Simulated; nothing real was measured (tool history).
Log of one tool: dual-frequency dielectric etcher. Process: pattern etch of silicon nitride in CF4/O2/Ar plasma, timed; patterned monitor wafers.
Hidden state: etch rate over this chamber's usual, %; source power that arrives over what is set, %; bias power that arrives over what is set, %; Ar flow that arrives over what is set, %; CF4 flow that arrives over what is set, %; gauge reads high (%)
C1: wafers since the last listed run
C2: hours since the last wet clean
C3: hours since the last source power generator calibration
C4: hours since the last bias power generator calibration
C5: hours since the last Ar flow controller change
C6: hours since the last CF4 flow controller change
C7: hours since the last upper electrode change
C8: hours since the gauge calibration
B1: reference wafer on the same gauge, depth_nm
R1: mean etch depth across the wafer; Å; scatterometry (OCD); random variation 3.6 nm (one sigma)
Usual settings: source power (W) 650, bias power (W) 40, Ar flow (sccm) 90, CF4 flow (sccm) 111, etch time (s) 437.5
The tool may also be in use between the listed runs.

{"run": 1, "day": 0.0, "source power (W)": 650, "bias power (W)": 40, "Ar flow (sccm)": 90, "CF4 flow (sccm)": 111, "etch time (s)": 437.5, "C1": 0, "C2": 550.7, "C3": 2173.7, "C4": 1569.2, "C5": 4127.2, "C6": 324.1, "C7": 454.7, "C8": 30.3, "B1": 933.1, "R1": 9564}
{"run": 2, "day": 2.529, "source power (W)": 650, "bias power (W)": 40, "Ar flow (sccm)": 90, "CF4 flow (sccm)": 111, "etch time (s)": 437.5, "C1": 310, "C2": 611.4, "C3": 2234.4, "C4": 1629.9, "C5": 4187.9, "C6": 384.8, "C7": 515.4, "C8": 91.0, "B1": 932.3, "R1": 9453}
{"day": 4.654, "done": "wet clean of the chamber"}
{"day": 4.7, "done": "Ar flow controller replaced"}
{"run": 3, "day": 12.129, "source power (W)": 650, "bias power (W)": 44, "Ar flow (sccm)": 90, "CF4 flow (sccm)": 119, "etch time (s)": 437.5, "C1": 1050, "C2": 179.4, "C3": 2464.8, "C4": 1860.3, "C5": 178.3, "C6": 615.2, "C7": 745.8, "C8": 321.4, "B1": 933.5, "R1": 9925}
{"run": 4, "day": 13.896, "source power (W)": 570, "bias power (W)": 45, "Ar flow (sccm)": 103, "CF4 flow (sccm)": 111, "etch time (s)": 493.0, "C1": 216, "C2": 221.8, "C3": 2507.2, "C4": 1902.7, "C5": 220.7, "C6": 657.6, "C7": 788.2, "C8": 363.8, "B1": 933.4, "R1": 9820}
{"run": 5, "day": 15.617, "source power (W)": 650, "bias power (W)": 40, "Ar flow (sccm)": 90, "CF4 flow (sccm)": 111, "etch time (s)": 437.5, "C1": 211, "C2": 263.1, "C3": 2548.5, "C4": 1944.0, "C5": 262.0, "C6": 698.9, "C7": 829.5, "C8": 405.1, "B1": 932.7, "R1": 9647}
{"run": 6, "day": 18.175, "source power (W)": 520, "bias power (W)": 40, "Ar flow (sccm)": 81, "CF4 flow (sccm)": 111, "etch time (s)": 437.5, "C1": 314, "C2": 324.5, "C3": 2609.9, "C4": 2005.4, "C5": 323.4, "C6": 760.3, "C7": 890.9, "C8": 466.5, "B1": 933.1, "R1": 8068}
{"run": 7, "day": 24.9, "source power (W)": 760, "bias power (W)": 33, "Ar flow (sccm)": 100, "CF4 flow (sccm)": 111, "etch time (s)": 402.0, "C1": 826, "C2": 485.9, "C3": 2771.3, "C4": 2166.8, "C5": 484.8, "C6": 921.7, "C7": 1052.3, "C8": 627.9, "B1": 933.3, "R1": 9408}
{"run": 8, "day": 28.054, "source power (W)": 650, "bias power (W)": 40, "Ar flow (sccm)": 90, "CF4 flow (sccm)": 111, "etch time (s)": 437.5, "C1": 387, "C2": 561.6, "C3": 2847.0, "C4": 2242.5, "C5": 560.5, "C6": 997.4, "C7": 1128.0, "C8": 703.6, "B1": 932.1, "R1": 9497}
{"day": 29.108, "done": "wet clean of the chamber"}
{"day": 31.454, "done": "source power generator calibrated"}
{"run": 9, "day": 35.954, "source power (W)": 650, "bias power (W)": 40, "Ar flow (sccm)": 90, "CF4 flow (sccm)": 92, "etch time (s)": 437.5, "C1": 827, "C2": 164.3, "C3": 108.0, "C4": 2432.1, "C5": 750.1, "C6": 1187.0, "C7": 1317.6, "C8": 893.2, "B1": 932.7, "R1": 9481}
{"run": 10, "day": 38.592, "source power (W)": 700, "bias power (W)": 33, "Ar flow (sccm)": 90, "CF4 flow (sccm)": 111, "etch time (s)": 437.5, "C1": 323, "C2": 227.6, "C3": 171.3, "C4": 2495.4, "C5": 813.4, "C6": 1250.3, "C7": 1380.9, "C8": 956.5, "B1": 934.0, "R1": 9885}
{"day": 42.15, "done": "bias power generator calibrated"}
{"run": 11, "day": 42.367, "source power (W)": 650, "bias power (W)": 40, "Ar flow (sccm)": 90, "CF4 flow (sccm)": 111, "etch time (s)": 437.5, "C1": 443, "C2": 318.2, "C3": 261.9, "C4": 5.2, "C5": 904.0, "C6": 1340.9, "C7": 1471.5, "C8": 1047.1, "B1": 932.3, "R1": 9610}
{"run": 12, "day": 45.738, "source power (W)": 650, "bias power (W)": 46, "Ar flow (sccm)": 90, "CF4 flow (sccm)": 96, "etch time (s)": 437.5, "C1": 414, "C2": 399.1, "C3": 342.8, "C4": 86.1, "C5": 984.9, "C6": 1421.8, "C7": 1552.4, "C8": 1128.0, "B1": 932.8, "R1": 9772}
{"run": 13, "day": 48.183, "source power (W)": 690, "bias power (W)": 34, "Ar flow (sccm)": 90, "CF4 flow (sccm)": 111, "etch time (s)": 437.5, "C1": 300, "C2": 457.8, "C3": 401.5, "C4": 144.8, "C5": 1043.6, "C6": 1480.5, "C7": 1611.1, "C8": 1186.7, "B1": 932.6, "R1": 9717}
{"run": 14, "day": 51.167, "source power (W)": 650, "bias power (W)": 40, "Ar flow (sccm)": 90, "CF4 flow (sccm)": 98, "etch time (s)": 381.0, "C1": 366, "C2": 529.4, "C3": 473.1, "C4": 216.4, "C5": 1115.2, "C6": 1552.1, "C7": 1682.7, "C8": 1258.3, "B1": 933.7, "R1": 8233}
{"run": 15, "day": 53.329, "source power (W)": 650, "bias power (W)": 46, "Ar flow (sccm)": 90, "CF4 flow (sccm)": 96, "etch time (s)": 437.5, "C1": 265, "C2": 581.3, "C3": 525.0, "C4": 268.3, "C5": 1167.1, "C6": 1604.0, "C7": 1734.6, "C8": 1310.2, "B1": 932.8, "R1": 9690}
{"run": 16, "day": 56.346, "source power (W)": 650, "bias power (W)": 40, "Ar flow (sccm)": 90, "CF4 flow (sccm)": 111, "etch time (s)": 437.5, "C1": 370, "C2": 653.7, "C3": 597.4, "C4": 340.7, "C5": 1239.5, "C6": 1676.4, "C7": 1807.0, "C8": 1382.6, "B1": 932.7, "R1": 9453}
{"day": 58.917, "done": "wet clean of the chamber"}
{"run": 17, "day": 58.938, "source power (W)": 650, "bias power (W)": 40, "Ar flow (sccm)": 90, "CF4 flow (sccm)": 111, "etch time (s)": 437.5, "C1": 195, "C2": 0.5, "C3": 659.6, "C4": 402.9, "C5": 1301.7, "C6": 1738.6, "C7": 1869.2, "C8": 1444.8, "B1": 933.3, "R1": 9741}
{"run": 18, "day": 61.3, "source power (W)": 650, "bias power (W)": 40, "Ar flow (sccm)": 70, "CF4 flow (sccm)": 111, "etch time (s)": 437.5, "C1": 290, "C2": 57.2, "C3": 716.3, "C4": 459.6, "C5": 1358.4, "C6": 1795.3, "C7": 1925.9, "C8": 1501.5, "B1": 932.4, "R1": 10089}
{"run": 19, "day": 64.15, "source power (W)": 650, "bias power (W)": 40, "Ar flow (sccm)": 90, "CF4 flow (sccm)": 98, "etch time (s)": 526.0, "C1": 350, "C2": 125.6, "C3": 784.7, "C4": 528.0, "C5": 1426.8, "C6": 1863.7, "C7": 1994.3, "C8": 1569.9, "B1": 932.5, "R1": 11493}
{"run": 20, "day": 68.575, "source power (W)": 650, "bias power (W)": 46, "Ar flow (sccm)": 105, "CF4 flow (sccm)": 111, "etch time (s)": 437.5, "C1": 543, "C2": 231.8, "C3": 890.9, "C4": 634.2, "C5": 1533.0, "C6": 1969.9, "C7": 2100.5, "C8": 1676.1, "B1": 931.9, "R1": 9724}
{"run": 21, "day": 70.467, "source power (W)": 650, "bias power (W)": 40, "Ar flow (sccm)": 90, "CF4 flow (sccm)": 111, "etch time (s)": 437.5, "C1": 232, "C2": 277.2, "C3": 936.3, "C4": 679.6, "C5": 1578.4, "C6": 2015.3, "C7": 2145.9, "C8": 1721.5, "B1": 932.1, "R1": 9665}
{"run": 22, "day": 74.638, "source power (W)": 650, "bias power (W)": 40, "Ar flow (sccm)": 90, "CF4 flow (sccm)": 111, "etch time (s)": 386.5, "C1": 512, "C2": 377.3, "C3": 1036.4, "C4": 779.7, "C5": 1678.5, "C6": 2115.4, "C7": 2246.0, "C8": 1821.6, "B1": 933.1, "R1": 8469}

Forecast each of these 3 alternatives for the next run:
{"run": "A", "day": 74.658, "source power (W)": 650, "bias power (W)": 40, "Ar flow (sccm)": 90, "CF4 flow (sccm)": 100, "etch time (s)": 437.5, "C1": 2, "C2": 377.8, "C3": 1036.9, "C4": 780.2, "C5": 1679.0, "C6": 2115.9, "C7": 2246.5, "C8": 1822.1, "B1": "?", "R1": "?"}
{"run": "B", "day": 74.658, "source power (W)": 650, "bias power (W)": 40, "Ar flow (sccm)": 76, "CF4 flow (sccm)": 111, "etch time (s)": 437.5, "C1": 2, "C2": 377.8, "C3": 1036.9, "C4": 780.2, "C5": 1679.0, "C6": 2115.9, "C7": 2246.5, "C8": 1822.1, "B1": "?", "R1": "?"}
{"run": "C", "day": 74.658, "source power (W)": 650, "bias power (W)": 40, "Ar flow (sccm)": 82, "CF4 flow (sccm)": 91, "etch time (s)": 437.5, "C1": 2, "C2": 377.8, "C3": 1036.9, "C4": 780.2, "C5": 1679.0, "C6": 2115.9, "C7": 2246.5, "C8": 1822.1, "B1": "?", "R1": "?"}

run=A B1=931.8 R1=9446
run=B B1=931.8 R1=9806
run=C B1=931.8 R1=9488
Without the tool's hidden state the same runs would have given:
run=A R1=9629
run=B R1=9995
run=C R1=9672
